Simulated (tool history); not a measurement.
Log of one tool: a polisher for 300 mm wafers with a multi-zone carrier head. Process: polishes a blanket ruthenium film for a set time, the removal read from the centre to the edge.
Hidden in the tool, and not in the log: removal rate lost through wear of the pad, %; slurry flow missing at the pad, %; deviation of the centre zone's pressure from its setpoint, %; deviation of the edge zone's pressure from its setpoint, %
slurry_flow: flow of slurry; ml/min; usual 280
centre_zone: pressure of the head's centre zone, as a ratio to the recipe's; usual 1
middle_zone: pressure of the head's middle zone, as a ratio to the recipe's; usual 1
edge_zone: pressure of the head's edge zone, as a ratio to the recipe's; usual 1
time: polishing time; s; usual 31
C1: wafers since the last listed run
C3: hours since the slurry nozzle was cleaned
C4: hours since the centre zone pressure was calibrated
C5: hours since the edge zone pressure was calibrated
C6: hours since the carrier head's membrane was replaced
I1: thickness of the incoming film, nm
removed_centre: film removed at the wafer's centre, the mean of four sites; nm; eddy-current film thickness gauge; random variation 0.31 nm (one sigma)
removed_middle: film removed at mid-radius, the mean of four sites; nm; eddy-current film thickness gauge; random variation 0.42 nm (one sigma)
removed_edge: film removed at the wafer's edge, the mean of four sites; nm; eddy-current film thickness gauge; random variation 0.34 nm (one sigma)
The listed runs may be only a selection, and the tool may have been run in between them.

{"run": 1, "hour": 0.0, "slurry_flow": 280, "centre_zone": 1.08, "middle_zone": 1, "edge_zone": 1, "time": 31, "C1": 0, "wafers polished on this pad": 511, "C3": 82.4, "C4": 562.8, "C5": 147.7, "C6": 610.9, "I1": 288.1, "removed_centre": 28.5, "removed_middle": 27.8, "removed_edge": 28.8}
{"run": 2, "hour": 54.0, "slurry_flow": 280, "centre_zone": 1.08, "middle_zone": 1, "edge_zone": 1, "time": 31, "C1": 376, "wafers polished on this pad": 888, "C3": 136.4, "C4": 616.8, "C5": 201.7, "C6": 664.9, "I1": 289.3, "removed_centre": 28.6, "removed_middle": 26.9, "removed_edge": 28}
{"run": 3, "hour": 136.3, "slurry_flow": 280, "centre_zone": 1.08, "middle_zone": 1, "edge_zone": 1, "time": 31, "C1": 574, "wafers polished on this pad": 1462, "C3": 218.7, "C4": 699.1, "C5": 284, "C6": 747.2, "I1": 292.3, "removed_centre": 28.3, "removed_middle": 26.8, "removed_edge": 27.4}
{"hour": 158.4, "done": "worn pad replaced by a new one"}
{"run": 4, "hour": 190.7, "slurry_flow": 280, "centre_zone": 0.97, "middle_zone": 1, "edge_zone": 1, "time": 31, "C1": 351, "wafers polished on this pad": 225, "C3": 273.1, "C4": 753.5, "C5": 338.4, "C6": 801.6, "I1": 294.2, "removed_centre": 25.2, "removed_middle": 26.2, "removed_edge": 27.5}
{"run": 5, "hour": 285.5, "slurry_flow": 280, "centre_zone": 0.97, "middle_zone": 1, "edge_zone": 1, "time": 31, "C1": 661, "wafers polished on this pad": 887, "C3": 367.9, "C4": 848.3, "C5": 433.2, "C6": 896.4, "I1": 283.1, "removed_centre": 25.3, "removed_middle": 26.3, "removed_edge": 27}
{"hour": 376.6, "done": "worn pad replaced by a new one"}
{"run": 6, "hour": 383.7, "slurry_flow": 280, "centre_zone": 0.97, "middle_zone": 1, "edge_zone": 1, "time": 31, "C1": 657, "wafers polished on this pad": 49, "C3": 466.1, "C4": 946.5, "C5": 531.4, "C6": 994.6, "I1": 285.4, "removed_centre": 25.4, "removed_middle": 26.4, "removed_edge": 27.5}
{"hour": 454.3, "done": "centre zone pressure recalibrated"}
{"run": 7, "hour": 489.7, "slurry_flow": 280, "centre_zone": 1, "middle_zone": 1, "edge_zone": 1, "time": 31, "C1": 725, "wafers polished on this pad": 775, "C3": 572.1, "C4": 35.4, "C5": 637.4, "C6": 1100.6, "I1": 288.8, "removed_centre": 25.8, "removed_middle": 25.8, "removed_edge": 26.9}
{"hour": 493.3, "done": "slurry nozzle cleaned"}
{"hour": 547.9, "done": "carrier head's membrane replaced by a new one"}
{"run": 8, "hour": 557.2, "slurry_flow": 280, "centre_zone": 1, "middle_zone": 1, "edge_zone": 1, "time": 31, "C1": 429, "wafers polished on this pad": 1204, "C3": 63.9, "C4": 102.9, "C5": 704.9, "C6": 9.3, "I1": 287, "removed_centre": 26.8, "removed_middle": 27.8, "removed_edge": 28.7}
{"hour": 581.3, "done": "worn pad replaced by a new one"}
{"run": 9, "hour": 626.7, "slurry_flow": 345, "centre_zone": 1, "middle_zone": 1, "edge_zone": 1, "time": 31, "C1": 457, "wafers polished on this pad": 317, "C3": 133.4, "C4": 172.4, "C5": 774.4, "C6": 78.8, "I1": 285.8, "removed_centre": 27.6, "removed_middle": 27.8, "removed_edge": 28}
{"run": 10, "hour": 712.4, "slurry_flow": 280, "centre_zone": 0.97, "middle_zone": 1, "edge_zone": 1, "time": 31, "C1": 598, "wafers polished on this pad": 915, "C3": 219.1, "C4": 258.1, "C5": 860.1, "C6": 164.5, "I1": 292.1, "removed_centre": 25.2, "removed_middle": 26.8, "removed_edge": 27.2}
{"hour": 776.1, "done": "edge zone pressure recalibrated"}
{"run": 11, "hour": 807.8, "slurry_flow": 280, "centre_zone": 1.08, "middle_zone": 1, "edge_zone": 1, "time": 31, "C1": 651, "wafers polished on this pad": 1567, "C3": 314.5, "C4": 353.5, "C5": 31.7, "C6": 259.9, "I1": 287.7, "removed_centre": 28.4, "removed_middle": 26.2, "removed_edge": 26.7}
{"hour": 815.7, "done": "worn pad replaced by a new one"}
{"run": 12, "hour": 888.2, "slurry_flow": 280, "centre_zone": 1.09, "middle_zone": 1, "edge_zone": 1, "time": 31, "C1": 533, "wafers polished on this pad": 506, "C3": 394.9, "C4": 433.9, "C5": 112.1, "C6": 340.3, "I1": 289.9, "removed_centre": 28.2, "removed_middle": 26.3, "removed_edge": 27.4}
{"run": 13, "hour": 940.2, "slurry_flow": 280, "centre_zone": 1, "middle_zone": 1, "edge_zone": 0.96, "time": 31, "C1": 362, "wafers polished on this pad": 869, "C3": 446.9, "C4": 485.9, "C5": 164.1, "C6": 392.3, "I1": 287.1, "removed_centre": 25.3, "removed_middle": 26.2, "removed_edge": 26.8}
{"run": 14, "hour": 1028.5, "slurry_flow": 280, "centre_zone": 1, "middle_zone": 0.92, "edge_zone": 1.1, "time": 31, "C1": 616, "wafers polished on this pad": 1485, "C3": 535.2, "C4": 574.2, "C5": 252.4, "C6": 480.6, "I1": 289.8, "removed_centre": 25.4, "removed_middle": 24, "removed_edge": 28.8}
{"hour": 1068.7, "done": "worn pad replaced by a new one"}
{"run": 15, "hour": 1091.5, "slurry_flow": 280, "centre_zone": 1, "middle_zone": 0.88, "edge_zone": 1.05, "time": 21, "C1": 411, "wafers polished on this pad": 158, "C3": 598.2, "C4": 637.2, "C5": 315.4, "C6": 543.6, "I1": 288.3, "removed_centre": 17.2, "removed_middle": 15.9, "removed_edge": 18.3}
{"hour": 1154.4, "done": "slurry nozzle cleaned"}
{"run": 16, "hour": 1175.3, "slurry_flow": 280, "centre_zone": 1, "middle_zone": 1, "edge_zone": 0.94, "time": 31, "C1": 577, "wafers polished on this pad": 736, "C3": 20.9, "C4": 721, "C5": 399.2, "C6": 627.4, "I1": 289.5, "removed_centre": 27.4, "removed_middle": 28.2, "removed_edge": 27.6}

State the hidden condition of the tool at each of the runs:
removal rate lost through wear of the pad, %: 0 in every run
deviation of the centre zone's pressure from its setpoint, %: 0 in every run
deviation of the edge zone's pressure from its setpoint, %: 0 in every run
H1: slurry flow missing at the pad, %
run=1 H1=17
run=2 H1=23.4
run=3 H1=30.6
run=4 H1=34
run=5 H1=38.1
run=6 H1=40.9
run=7 H1=42.8
run=8 H1=14.9
run=9 H1=23.6
run=10 H1=31
run=11 H1=36.5
run=12 H1=39.5
run=13 H1=40.9
run=14 H1=42.7
run=15 H1=43.5
run=16 H1=4.6

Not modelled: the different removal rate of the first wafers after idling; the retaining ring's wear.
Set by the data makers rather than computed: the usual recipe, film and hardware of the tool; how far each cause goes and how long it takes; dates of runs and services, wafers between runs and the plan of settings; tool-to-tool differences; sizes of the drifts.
